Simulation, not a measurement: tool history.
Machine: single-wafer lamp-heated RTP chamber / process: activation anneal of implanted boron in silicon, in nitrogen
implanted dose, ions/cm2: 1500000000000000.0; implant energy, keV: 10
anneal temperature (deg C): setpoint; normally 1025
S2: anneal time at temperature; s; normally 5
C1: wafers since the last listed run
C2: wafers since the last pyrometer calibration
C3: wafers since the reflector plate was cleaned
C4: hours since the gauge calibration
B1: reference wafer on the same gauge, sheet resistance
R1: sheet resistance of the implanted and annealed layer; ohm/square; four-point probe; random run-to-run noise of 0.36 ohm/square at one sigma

Run 1, hour 0: usual settings but S2 3 s; C1 0; C2 3542; C3 8538; C4 58.3; B1 114.97. Result: R1 130.94 ohm/square.
Run 2, hour 14.7: usual settings but anneal temperature (deg C) 1032; C1 175; C2 3718; C3 8714; C4 73; B1 114.92. Result: R1 125.23 ohm/square.
Run 3, hour 32.3: usual settings; C1 210; C2 3928; C3 8925; C4 90.6; B1 114.98. Result: R1 127.37 ohm/square.
Run 4, hour 47.3: usual settings; C1 179; C2 4108; C3 9104; C4 105.6; B1 115.02. Result: R1 126.9 ohm/square.
Run 5, hour 73.9: usual settings; C1 318; C2 4426; C3 9422; C4 132.2; B1 114.99. Result: R1 127.32 ohm/square.
Run 6, hour 100.3: usual settings; C1 315; C2 4741; C3 9738; C4 158.6; B1 114.84. Result: R1 126.7 ohm/square.
Run 7, hour 115.4: usual settings but anneal temperature (deg C) 1002; C1 180; C2 4922; C3 9918; C4 173.7; B1 115.06. Result: R1 137.5 ohm/square.
Run 8, hour 140.4: usual settings but anneal temperature (deg C) 1037, S2 6 s; C1 298; C2 5221; C3 10217; C4 198.7; B1 115.19. Result: R1 120.38 ohm/square.
Run 9, hour 167.8: usual settings but anneal temperature (deg C) 1037, S2 6 s; C1 327; C2 5548; C3 10545; C4 226.1; B1 115.03. Result: R1 119.7 ohm/square.
Run 10, hour 184.4: usual settings but anneal temperature (deg C) 1014, S2 7 s; C1 198; C2 5747; C3 10743; C4 242.7; B1 114.97. Result: R1 126.91 ohm/square.
At hour 212.3: pyrometer window cleaned and pyrometer calibrated.
Run 11, hour 212.8: usual settings; C1 243; C2 5; C3 10987; C4 271.1; B1 115.04. Result: R1 129.36 ohm/square.
Run 12, hour 243.6: usual settings but S2 7 s; C1 368; C2 374; C3 11355; C4 301.9; B1 115.04. Result: R1 126.6 ohm/square.
Run 13, hour 256.7: usual settings but S2 7 s; C1 156; C2 530; C3 11512; C4 315; B1 114.88. Result: R1 126.76 ohm/square.
Run 14, hour 291.5: usual settings; C1 416; C2 946; C3 11928; C4 349.8; B1 115.01. Result: R1 129.64 ohm/square.
At hour 316.7: reflector plate cleaned.
Run 15, hour 317.2: usual settings but S2 8 s; C1 211; C2 1158; C3 6; C4 375.5; B1 115.04. Result: R1 125.28 ohm/square.
At hour 320.2: gauge calibrated.
Run 16, hour 330.4: usual settings but anneal temperature (deg C) 1051, S2 7 s; C1 157; C2 1316; C3 164; C4 10.2; B1 114.97. Result: R1 117.37 ohm/square.
Run 17, hour 360.7: usual settings but anneal temperature (deg C) 1044; C1 362; C2 1678; C3 526; C4 40.5; B1 114.93. Result: R1 122.21 ohm/square.
Run 18, hour 375.5: usual settings; C1 176; C2 1855; C3 703; C4 55.3; B1 114.84. Result: R1 129.34 ohm/square.
Run 19, hour 391.9: usual settings but anneal temperature (deg C) 1013, S2 8 s; C1 196; C2 2051; C3 899; C4 71.7; B1 114.99. Result: R1 130.93 ohm/square.
Run 20, hour 427.1: usual settings but anneal temperature (deg C) 1044, S2 3 s; C1 420; C2 2472; C3 1320; C4 106.9; B1 114.99. Result: R1 124.27 ohm/square.
Run 21, hour 439.7: usual settings but anneal temperature (deg C) 1036; C1 150; C2 2622; C3 1471; C4 119.5; B1 115.01. Result: R1 124.23 ohm/square.
Run 22, hour 463: usual settings but anneal temperature (deg C) 1004, S2 6 s; C1 278; C2 2901; C3 1749; C4 142.8; B1 115.06. Result: R1 137.51 ohm/square.
Run 23, hour 485.9: usual settings; C1 273; C2 3175; C3 2023; C4 165.7; B1 114.97. Result: R1 128.23 ohm/square.
Run 24, hour 513.8: usual settings; C1 333; C2 3508; C3 2356; C4 193.6; B1 115.04. Result: R1 127.71 ohm/square.
Run 25, hour 539.8: usual settings but anneal temperature (deg C) 1009; C1 310; C2 3819; C3 2667; C4 219.6; B1 115.14. Result: R1 134.7 ohm/square.
Run 26, hour 573.6: usual settings but anneal temperature (deg C) 1015; C1 404; C2 4223; C3 3071; C4 253.4; B1 115.09. Result: R1 131.66 ohm/square.

Branching from run 26: 4 alternative next runs. What would each branch give?
Run A, hour 574: usual settings but S2 6 s; C1 4; C2 4228; C3 3076; C4 253.8; B1 ?. Result: R1 ?.
Run B, hour 574: usual settings but anneal temperature (deg C) 1054; C1 4; C2 4228; C3 3076; C4 253.8; B1 ?. Result: R1 ?.
Run C, hour 574: usual settings but anneal temperature (deg C) 998; C1 4; C2 4228; C3 3076; C4 253.8; B1 ?. Result: R1 ?.
Run D, hour 574: usual settings but anneal temperature (deg C) 1011, S2 7 s; C1 4; C2 4228; C3 3076; C4 253.8; B1 ?. Result: R1 ?.

run     B1      R1
  A  114.9  125.34
  B  114.9  116.41
  C  114.9  140.34
  D  114.9  130.25
Had the tool no hidden state, the same runs would have come out as:
run      R1
  A  127.59
  B  118.17
  C  144.24
  D     133

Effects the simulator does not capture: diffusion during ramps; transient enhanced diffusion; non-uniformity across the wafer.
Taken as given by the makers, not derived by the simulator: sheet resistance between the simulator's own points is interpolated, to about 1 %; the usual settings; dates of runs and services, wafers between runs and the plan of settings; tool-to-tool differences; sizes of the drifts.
